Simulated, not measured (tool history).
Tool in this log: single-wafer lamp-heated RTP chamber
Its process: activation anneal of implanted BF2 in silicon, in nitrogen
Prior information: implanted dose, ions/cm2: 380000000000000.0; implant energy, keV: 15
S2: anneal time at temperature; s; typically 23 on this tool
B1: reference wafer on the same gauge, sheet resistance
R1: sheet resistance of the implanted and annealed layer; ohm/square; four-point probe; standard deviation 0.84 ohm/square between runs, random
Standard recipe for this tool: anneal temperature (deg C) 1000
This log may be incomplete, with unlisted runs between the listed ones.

{"run": 1, "hour": 0.0, "anneal temperature (deg C)": 1000, "S2": 23, "B1": 330.63, "R1": 344.01}
{"run": 2, "hour": 99.9, "anneal temperature (deg C)": 1000, "S2": 23, "B1": 330.83, "R1": 344.75}
{"run": 3, "hour": 136.8, "anneal temperature (deg C)": 1000, "S2": 32, "B1": 330.62, "R1": 338.59}
{"hour": 202.8, "done": "pyrometer window cleaned and pyrometer calibrated"}
{"run": 4, "hour": 218.7, "anneal temperature (deg C)": 1000, "S2": 32, "B1": 330.77, "R1": 342.16}
{"hour": 294.2, "done": "reflector plate cleaned"}
{"run": 5, "hour": 308.6, "anneal temperature (deg C)": 1000, "S2": 23, "B1": 330.56, "R1": 344.67}
{"run": 6, "hour": 390.5, "anneal temperature (deg C)": 1000, "S2": 23, "B1": 330.91, "R1": 342.75}
{"hour": 467.9, "done": "pyrometer window cleaned and pyrometer calibrated"}
{"run": 7, "hour": 484.8, "anneal temperature (deg C)": 984, "S2": 27, "B1": 330.83, "R1": 353.24}

What does the tool deliver on the next run?
{"run": 8, "hour": 583.2, "anneal temperature (deg C)": 978, "S2": 23, "B1": "?", "R1": "?"}

B1: 330.71
R1: 356.06 ohm/square
Without the tool's hidden state the same run would have given R1 361.19 ohm/square.
